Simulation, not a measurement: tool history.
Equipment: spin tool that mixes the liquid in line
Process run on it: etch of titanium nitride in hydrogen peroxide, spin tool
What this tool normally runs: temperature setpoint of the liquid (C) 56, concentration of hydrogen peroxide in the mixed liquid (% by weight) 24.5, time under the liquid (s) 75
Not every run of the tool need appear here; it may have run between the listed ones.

| run | hour | temperature setpoint of the liquid (C) | concentration of hydrogen peroxide in the mixed liquid (% by weight) | time under the liquid (s) | read-back film thickness of the titanium nitride reference wafer, read on the same gauge (nm) | thickness taken off the titanium nitride on a monitor wafer (nm) |
|---|---|---|---|---|---|---|
| 1 | 0 | 60.5 | 24.5 | 75 | 129.99 | 11.89 |
|  | 28.1 | gauge calibrated |
| 2 | 92.5 | 56 | 24.5 | 75 | 130.03 | 8.75 |
|  | 114.1 | heated supply line repaired |
| 3 | 186.4 | 56 | 24.5 | 75 | 130.02 | 8.95 |
| 4 | 277.4 | 56 | 24.5 | 75 | 130.01 | 8.88 |
| 5 | 352 | 56 | 24.5 | 75 | 130.04 | 9.07 |
| 6 | 398.2 | 56 | 24.5 | 75 | 130.02 | 8.85 |
| 7 | 441.1 | 52 | 18 | 55 | 129.93 | 4.71 |
| 8 | 488.7 | 60.5 | 24.5 | 75 | 130 | 12.26 |
|  | 500.4 | peroxide flow meter replaced |
| 9 | 574.3 | 53 | 30 | 75 | 129.97 | 7.59 |
| 10 | 612.1 | 56 | 24.5 | 115 | 129.94 | 13.57 |
| 11 | 665.8 | 56 | 28 | 100 | 130 | 12.48 |
| 12 | 814.9 | 56 | 18 | 75 | 129.97 | 8.46 |
| 13 | 874.2 | 56 | 29 | 55 | 129.99 | 6.91 |
| 14 | 950.3 | 48.5 | 24.5 | 75 | 130 | 5.35 |
|  | 976.3 | thermometer replaced |
| 15 | 994.9 | 61 | 21 | 110 | 130.03 | 16.62 |
|  | 1011.3 | new drum of peroxide connected |
| 16 | 1066.4 | 56 | 18.5 | 40 | 130.05 | 4.15 |
| 17 | 1159 | 56 | 24.5 | 75 | 130.01 | 8.3 |
| 18 | 1219 | 56 | 24.5 | 75 | 129.98 | 8.52 |
| 19 | 1280.6 | 65 | 30 | 75 | 129.97 | 16.12 |
| 20 | 1383.8 | 56 | 30 | 75 | 129.98 | 8.9 |
| 21 | 1491.6 | 56 | 24.5 | 120 | 129.99 | 13.68 |
| 22 | 1536.6 | 47.5 | 24.5 | 60 | 129.98 | 3.71 |
| 23 | 1630.9 | 56 | 20.5 | 55 | 129.96 | 6.01 |
| 24 | 1723.7 | 48.5 | 24.5 | 75 | 130 | 5.09 |

Below are 5 alternative next runs, each starting from the tool's condition after run 24. Predict each:
| A | 1724.1 | 56 | 24.5 | 75 | ? | ? |
| B | 1724.1 | 65.5 | 24.5 | 75 | ? | ? |
| C | 1724.1 | 62.5 | 24.5 | 55 | ? | ? |
| D | 1724.1 | 47 | 24.5 | 90 | ? | ? |
| E | 1724.1 | 63 | 24.5 | 75 | ? | ? |

| run | read-back film thickness of the titanium nitride reference wafer, read on the same gauge (nm) | thickness taken off the titanium nitride on a monitor wafer (nm) |
|---|---|---|
| A | 130.01 | 8.56 |
| B | 130.01 | 16.25 |
| C | 130.01 | 9.77 |
| D | 130.01 | 5.4 |
| E | 130.01 | 13.78 |
Without the tool's hidden state the same runs would have given:
| run | thickness taken off the titanium nitride on a monitor wafer (nm) |
|---|---|
| A | 8.28 |
| B | 15.76 |
| C | 9.47 |
| D | 5.22 |
| E | 13.35 |
